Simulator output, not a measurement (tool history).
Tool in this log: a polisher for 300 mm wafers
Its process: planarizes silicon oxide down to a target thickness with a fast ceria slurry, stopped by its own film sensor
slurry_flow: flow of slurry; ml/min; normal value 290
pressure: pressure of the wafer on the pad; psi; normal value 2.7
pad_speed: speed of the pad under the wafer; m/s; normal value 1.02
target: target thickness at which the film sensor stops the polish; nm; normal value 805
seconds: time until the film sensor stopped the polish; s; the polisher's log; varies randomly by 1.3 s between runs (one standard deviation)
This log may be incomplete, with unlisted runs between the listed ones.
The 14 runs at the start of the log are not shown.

run	hour	slurry_flow	pressure	pad_speed	target	incoming thickness of the incoming film, nm	seconds
15	1121.4	290	2.7	1.02	805	1955.7	68.1
16	1213.1	195	2.7	0.78	805	1994.0	94.3
17	1282.7	355	3.5	1.28	930	1982.1	42.6
# hour 1340.9: worn pad replaced by a new one
18	1372.8	290	2.7	1.02	805	1977.2	70.2
19	1414.6	335	2.7	1.02	805	1992.3	68.5
# hour 1462.9: slurry nozzle cleaned
20	1501.8	290	2.7	1.02	977	1981.7	59.9
21	1553.8	290	2.7	1.02	805	2000.4	73.3
22	1593.3	290	3.0	1.02	805	2005.3	66.0
23	1654.3	290	2.7	1.02	805	1974.8	69.5
24	1709.0	315	3.3	1.02	1035	2005.4	51.0
25	1766.4	290	2.4	0.88	586	2011.8	106.7
26	1804.9	350	2.1	0.70	452	1976.6	149.2
27	1884.5	290	2.7	1.28	805	2001.3	59.8
28	1935.0	290	2.0	1.02	1190	2007.9	60.2
# hour 1947.2: worn pad replaced by a new one
29	1977.6	290	2.3	1.02	805	2013.5	82.4
# hour 2035.1: head pressure recalibrated
30	2053.4	335	2.7	1.18	805	2026.2	66.4
31	2154.7	290	2.7	1.02	805	2011.3	71.6
# hour 2235.9: slurry nozzle cleaned
32	2256.2	260	2.7	1.28	1185	2045.7	43.3
33	2320.9	290	3.3	1.02	805	1987.5	63.4
34	2415.1	290	2.1	1.02	805	1955.6	81.9
35	2489.1	290	2.9	1.02	805	2032.5	70.0
# hour 2566.6: worn pad replaced by a new one
36	2801.4	200	3.4	0.70	470	1985.1	109.7

Below are 5 alternative next runs, each starting from the tool's condition after run 36. Predict each:
A	2801.8	290	2.7	0.82	805	1970.0	?
B	2801.8	290	2.7	0.86	805	1970.0	?
C	2801.8	195	3.2	1.02	805	1970.0	?
D	2801.8	360	2.7	0.92	590	1970.0	?
E	2801.8	325	2.7	1.02	1082	1970.0	?

run	seconds
A	82.3
B	79.3
C	64.6
D	87.4
E	52.2
The same runs, with their run-to-run variation unchanged, on a tool lacking any hidden condition would have given:
run	seconds
A	82.3
B	79.3
C	64.6
D	87.4
E	52.2

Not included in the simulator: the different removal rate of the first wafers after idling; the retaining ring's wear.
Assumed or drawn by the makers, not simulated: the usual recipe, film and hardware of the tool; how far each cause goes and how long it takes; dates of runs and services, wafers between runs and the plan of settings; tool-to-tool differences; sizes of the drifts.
